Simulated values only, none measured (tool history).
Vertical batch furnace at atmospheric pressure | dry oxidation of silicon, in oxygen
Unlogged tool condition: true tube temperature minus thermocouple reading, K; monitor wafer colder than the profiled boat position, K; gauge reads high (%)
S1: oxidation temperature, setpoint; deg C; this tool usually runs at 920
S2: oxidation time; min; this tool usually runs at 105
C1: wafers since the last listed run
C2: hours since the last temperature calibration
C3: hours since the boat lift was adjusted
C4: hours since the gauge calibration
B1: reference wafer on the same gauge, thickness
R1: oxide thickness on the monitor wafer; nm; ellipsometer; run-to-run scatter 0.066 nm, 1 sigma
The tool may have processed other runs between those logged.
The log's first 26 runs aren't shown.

run	hour	S1	S2	C1	C2	C3	C4	B1	R1
# hour 622.1: boat lift adjusted
27	622.6	920	105	171	5305.9	0.5	91.3	27.2	32.83
# hour 647.6: thermocouples replaced and temperature profile calibrated
28	648.1	929	76.5	14	0.5	26	116.8	27.22	27.58
29	654	907	148.5	57	6.4	31.9	122.7	27.19	34.73
30	689.5	920	105	347	41.9	67.4	158.2	27.22	31.26
31	713.2	931	61.5	232	65.6	91.1	181.9	27.2	24.35
32	732.5	920	146.5	189	84.9	110.4	201.2	27.21	39.52
33	768.1	939	65	348	120.5	146	236.8	27.21	27.48
34	780.7	909	91.5	123	133.1	158.6	249.4	27.18	25.49
35	806	913	122	247	158.4	183.9	274.7	27.19	32.37
36	829.5	934	131	230	181.9	207.4	298.2	27.21	42.58
37	856.9	920	143.5	268	209.3	234.8	325.6	27.21	38.96
38	883.2	908	155.5	257	235.6	261.1	351.9	27.21	36.43
39	913.9	903	69.5	300	266.3	291.8	382.6	27.2	20.08

Here are 4 independent what-if runs from the current tool condition. What would each one return?
A	918.5	920	105	45	270.9	296.4	387.2	?	?
B	918.5	910	105	45	270.9	296.4	387.2	?	?
C	918.5	931	70	45	270.9	296.4	387.2	?	?
D	918.5	909	105	45	270.9	296.4	387.2	?	?

run	B1	R1
A	27.2	31.23
B	27.2	28.21
C	27.2	26.44
D	27.2	27.92
With the hidden condition removed and each run's random variation left untouched, the same runs would have given:
run	R1
A	31.07
B	28.06
C	26.31
D	27.77

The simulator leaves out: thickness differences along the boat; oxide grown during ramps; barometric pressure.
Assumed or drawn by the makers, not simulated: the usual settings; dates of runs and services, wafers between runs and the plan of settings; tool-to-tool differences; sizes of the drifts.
